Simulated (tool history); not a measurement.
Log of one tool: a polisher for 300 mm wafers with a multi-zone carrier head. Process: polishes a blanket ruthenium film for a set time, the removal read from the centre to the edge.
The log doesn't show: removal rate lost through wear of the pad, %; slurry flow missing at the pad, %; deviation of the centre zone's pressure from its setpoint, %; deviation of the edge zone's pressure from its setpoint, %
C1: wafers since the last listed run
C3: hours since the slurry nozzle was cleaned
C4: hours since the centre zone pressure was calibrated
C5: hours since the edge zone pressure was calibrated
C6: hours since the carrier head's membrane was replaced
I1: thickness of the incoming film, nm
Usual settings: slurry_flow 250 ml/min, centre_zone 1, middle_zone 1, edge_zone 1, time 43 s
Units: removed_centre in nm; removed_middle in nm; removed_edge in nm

Run 1, hour 0: usual settings; C1 0; wafers polished on this pad 688; C3 34.7; C4 381.8; C5 389.2; C6 645.1; I1 452.4. Result: removed_centre 45.2 nm, removed_middle 47.8 nm, removed_edge 45.5 nm.
Run 2, hour 43.2: usual settings; C1 574; wafers polished on this pad 1262; C3 77.9; C4 425; C5 432.4; C6 688.3; I1 450.8. Result: removed_centre 46.2 nm, removed_middle 46.7 nm, removed_edge 45.9 nm.
At hour 83.3: edge zone pressure recalibrated.
Run 3, hour 98.7: usual settings; C1 711; wafers polished on this pad 1973; C3 133.4; C4 480.5; C5 15.4; C6 743.8; I1 446. Result: removed_centre 45.5 nm, removed_middle 47.5 nm, removed_edge 46.2 nm.
At hour 118: worn pad replaced by a new one.
Run 4, hour 141.2: usual settings; C1 511; wafers polished on this pad 307; C3 175.9; C4 523; C5 57.9; C6 786.3; I1 455.4. Result: removed_centre 45.9 nm, removed_middle 47.4 nm, removed_edge 46.1 nm.
Run 5, hour 166.4: usual settings; C1 335; wafers polished on this pad 642; C3 201.1; C4 548.2; C5 83.1; C6 811.5; I1 456.8. Result: removed_centre 46.7 nm, removed_middle 47.6 nm, removed_edge 44.7 nm.
At hour 293.5: worn pad replaced by a new one.
At hour 358.4: centre zone pressure recalibrated.
Run 6, hour 361.7: usual settings but centre_zone 0.93, time 53 s; C1 2516; wafers polished on this pad 880; C3 396.4; C4 3.3; C5 278.4; C6 1006.8; I1 446.6. Result: removed_centre 52.4 nm, removed_middle 57.6 nm, removed_edge 56.6 nm.
Run 7, hour 392.4: usual settings; C1 408; wafers polished on this pad 1288; C3 427.1; C4 34; C5 309.1; C6 1037.5; I1 459.4. Result: removed_centre 45.6 nm, removed_middle 47.2 nm, removed_edge 45.4 nm.
Run 8, hour 438: usual settings; C1 606; wafers polished on this pad 1894; C3 472.7; C4 79.6; C5 354.7; C6 1083.1; I1 452. Result: removed_centre 47 nm, removed_middle 47.7 nm, removed_edge 45.7 nm.
At hour 462.9: edge zone pressure recalibrated.
At hour 468.8: worn pad replaced by a new one.
At hour 547.5: carrier head's membrane replaced by a new one.
Run 9, hour 554.6: usual settings but slurry_flow 220 ml/min, middle_zone 0.9, edge_zone 1.08; C1 1404; wafers polished on this pad 1074; C3 589.3; C4 196.2; C5 91.7; C6 7.1; I1 451.6. Result: removed_centre 45.2 nm, removed_middle 42.6 nm, removed_edge 47.1 nm.
Run 10, hour 598.6: usual settings but middle_zone 1.11; C1 585; wafers polished on this pad 1660; C3 633.3; C4 240.2; C5 135.7; C6 51.1; I1 446. Result: removed_centre 45.1 nm, removed_middle 50.9 nm, removed_edge 46.1 nm.
At hour 613.4: slurry nozzle cleaned.
Run 11, hour 632.2: usual settings; C1 433; wafers polished on this pad 2093; C3 18.8; C4 273.8; C5 169.3; C6 84.7; I1 446.3. Result: removed_centre 45.4 nm, removed_middle 47.2 nm, removed_edge 45.9 nm.
At hour 640: worn pad replaced by a new one.
Run 12, hour 669.4: usual settings but edge_zone 0.88, time 47 s; C1 441; wafers polished on this pad 391; C3 56; C4 311; C5 206.5; C6 121.9; I1 455.2. Result: removed_centre 50.5 nm, removed_middle 51.3 nm, removed_edge 47.8 nm.
Run 13, hour 702.8: usual settings but centre_zone 0.89, time 30 s; C1 444; wafers polished on this pad 835; C3 89.4; C4 344.4; C5 239.9; C6 155.3; I1 449.2. Result: removed_centre 29.4 nm, removed_middle 33.4 nm, removed_edge 32.2 nm.
Run 14, hour 755.7: usual settings but time 53 s; C1 703; wafers polished on this pad 1538; C3 142.3; C4 397.3; C5 292.8; C6 208.2; I1 448.8. Result: removed_centre 56.9 nm, removed_middle 58.7 nm, removed_edge 55 nm.
Run 15, hour 785: usual settings but edge_zone 0.88, time 47 s; C1 389; wafers polished on this pad 1928; C3 171.6; C4 426.6; C5 322.1; C6 237.5; I1 445.4. Result: removed_centre 50.2 nm, removed_middle 51.5 nm, removed_edge 48.3 nm.
At hour 817.4: worn pad replaced by a new one.
Run 16, hour 854.1: usual settings; C1 865; wafers polished on this pad 488; C3 240.7; C4 495.7; C5 391.2; C6 306.6; I1 449.4. Result: removed_centre 46.1 nm, removed_middle 48.5 nm, removed_edge 46.4 nm.
Run 17, hour 894.4: usual settings but slurry_flow 290 ml/min, middle_zone 0.96, time 56 s; C1 535; wafers polished on this pad 1023; C3 281; C4 536; C5 431.5; C6 346.9; I1 451.4. Result: removed_centre 59.6 nm, removed_middle 60.2 nm, removed_edge 60.6 nm.

The tool's hidden state at each run:
removal rate lost through wear of the pad, %: 0 in every run
slurry flow missing at the pad, %: 0 in every run
deviation of the centre zone's pressure from its setpoint, %: 0 in every run
deviation of the edge zone's pressure from its setpoint, %: 0 in every run
